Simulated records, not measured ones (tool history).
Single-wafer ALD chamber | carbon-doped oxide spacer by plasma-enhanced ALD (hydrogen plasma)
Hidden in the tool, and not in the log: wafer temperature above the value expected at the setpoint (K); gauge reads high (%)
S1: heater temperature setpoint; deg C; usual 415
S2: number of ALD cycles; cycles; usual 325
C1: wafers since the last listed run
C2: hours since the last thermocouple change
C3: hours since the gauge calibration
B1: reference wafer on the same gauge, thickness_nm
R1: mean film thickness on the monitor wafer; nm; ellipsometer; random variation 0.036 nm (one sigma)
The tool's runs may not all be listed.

| run | hour | S1 | S2 | C1 | C2 | C3 | B1 | R1 |
|---|---|---|---|---|---|---|---|---|
| 1 | 0.0 | 424 | 376 | 0 | 1942.7 | 281.6 | 16.976 | 16.631 |
| 2 | 23.7 | 424 | 376 | 25 | 1966.4 | 305.3 | 16.991 | 16.563 |
| 3 | 43.7 | 404 | 350 | 21 | 1986.4 | 325.3 | 17.004 | 16.267 |
| 4 | 97.8 | 415 | 325 | 57 | 2040.5 | 379.4 | 17.043 | 14.712 |
|  | 108.9 | gauge calibrated |
| 5 | 115.0 | 415 | 325 | 18 | 2057.7 | 6.1 | 16.836 | 14.540 |
| 6 | 131.2 | 415 | 325 | 17 | 2073.9 | 22.3 | 16.849 | 14.485 |
|  | 160.2 | thermocouple changed; heater temperature recalibrated |
| 7 | 166.2 | 415 | 325 | 28 | 6.0 | 57.3 | 16.870 | 14.606 |
| 8 | 189.4 | 426 | 325 | 24 | 29.2 | 80.5 | 16.889 | 14.142 |
| 9 | 211.9 | 405 | 325 | 23 | 51.7 | 103.0 | 16.899 | 15.043 |
| 10 | 230.8 | 415 | 325 | 19 | 70.6 | 121.9 | 16.923 | 14.658 |
| 11 | 250.6 | 415 | 325 | 20 | 90.4 | 141.7 | 16.923 | 14.678 |
| 12 | 265.7 | 409 | 300 | 15 | 105.5 | 156.8 | 16.926 | 13.747 |
| 13 | 286.3 | 415 | 362 | 21 | 126.1 | 177.4 | 16.945 | 16.331 |
| 14 | 306.1 | 426 | 343 | 20 | 145.9 | 197.2 | 16.970 | 14.990 |

Forecast each of these 4 alternatives for the next run:
| A | 307.0 | 415 | 325 | 0 | 146.8 | 198.1 | ? | ? |
| B | 307.0 | 420 | 346 | 0 | 146.8 | 198.1 | ? | ? |
| C | 307.0 | 430 | 325 | 0 | 146.8 | 198.1 | ? | ? |
| D | 307.0 | 415 | 305 | 0 | 146.8 | 198.1 | ? | ? |

| run | B1 | R1 |
|---|---|---|
| A | 16.967 | 14.688 |
| B | 16.967 | 15.421 |
| C | 16.967 | 14.079 |
| D | 16.967 | 13.784 |
Without the tool's hidden state the same runs would have given:
| run | R1 |
|---|---|
| A | 14.547 |
| B | 15.273 |
| C | 13.944 |
| D | 13.652 |

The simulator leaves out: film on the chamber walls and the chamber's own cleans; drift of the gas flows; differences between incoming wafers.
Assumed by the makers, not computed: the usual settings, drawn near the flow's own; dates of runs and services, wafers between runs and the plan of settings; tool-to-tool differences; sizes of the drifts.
